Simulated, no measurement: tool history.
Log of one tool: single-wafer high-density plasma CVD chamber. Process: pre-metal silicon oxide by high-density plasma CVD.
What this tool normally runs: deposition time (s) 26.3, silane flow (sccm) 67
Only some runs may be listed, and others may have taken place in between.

run,hour,deposition time (s),silane flow (sccm),"read-back reference wafer on the same gauge, thickness_nm",mean film thickness on the monitor wafer (angstrom)
1,0.0,26.3,67,191.892,1758.94
2,46.5,26.3,67,192.023,1746.54
3,83.8,26.3,67,191.990,1752.74
4,244.4,26.3,67,192.028,1750.78
5,298.7,26.3,67,191.977,1753.08
6,368.9,26.3,67,192.012,1755.96
7,404.2,26.3,67,192.030,1751.02
8,446.5,26.3,67,192.097,1752.66
9,479.0,26.3,67,191.963,1760.05
10,548.3,26.3,67,192.082,1749.89
11,576.2,26.3,67,191.933,1797.78
12,780.5,26.3,67,191.948,1707.14
13,805.3,26.3,67,191.999,1705.92
14,848.7,26.3,67,191.896,1710.50
15,874.0,26.3,67,191.960,1714.19
16,924.0,27.9,55,192.059,1577.76
17,969.0,30.5,74,191.998,2136.74
18,999.1,24.5,67,191.927,1599.40
19,1064.3,26.3,67,192.096,1721.58
20,1106.7,24.3,72,192.008,1674.01
21,1164.5,21.4,74,192.073,1508.61
22,1219.7,31.3,64,191.885,1984.12
23,1270.8,26.3,67,191.946,1721.15
24,1340.3,30.5,56,192.041,1758.33
25,1403.6,26.3,67,191.983,1721.50
26,1427.9,30.0,55,191.980,1713.47
27,1492.9,26.3,67,191.993,1730.72
28,1541.2,27.9,55,191.960,1595.25
29,1565.9,26.3,60,192.028,1596.26
30,1622.8,26.3,67,192.015,1732.82

Missing from the log above: 4 entries noted between runs. For each, name the pair of listed runs it sits between and say how the tool's hidden condition differs from the listed run just before to the listed run just after:
In the gap between runs 3 and 4: gauge calibrated (hour 107.2)
  delivered silane flow above the setpoint (%): 3.52 -> 3.57
  difference, measured minus the result without the unlogged condition, mean film thickness on the monitor wafer (angstrom): +43.10 -> +43.59
In the gap between runs 10 and 11: silane flow controller replaced (hour 567.8)
  delivered silane flow above the setpoint (%): 3.64 -> 7.22
  difference, measured minus the result without the unlogged condition, mean film thickness on the monitor wafer (angstrom): +44.40 -> +88.30
In the gap between runs 11 and 12: silane flow controller replaced, repeated, since the last time left the tool worse (hour 766.6)
  delivered silane flow above the setpoint (%): 7.22 -> -0.319
  difference, measured minus the result without the unlogged condition, mean film thickness on the monitor wafer (angstrom): +88.30 -> -3.91
In the gap between runs 22 and 23: gauge calibrated (hour 1230.5)
  delivered silane flow above the setpoint (%): 0.907 -> 1.02
  difference, measured minus the result without the unlogged condition, mean film thickness on the monitor wafer (angstrom): +12.80 -> +12.50

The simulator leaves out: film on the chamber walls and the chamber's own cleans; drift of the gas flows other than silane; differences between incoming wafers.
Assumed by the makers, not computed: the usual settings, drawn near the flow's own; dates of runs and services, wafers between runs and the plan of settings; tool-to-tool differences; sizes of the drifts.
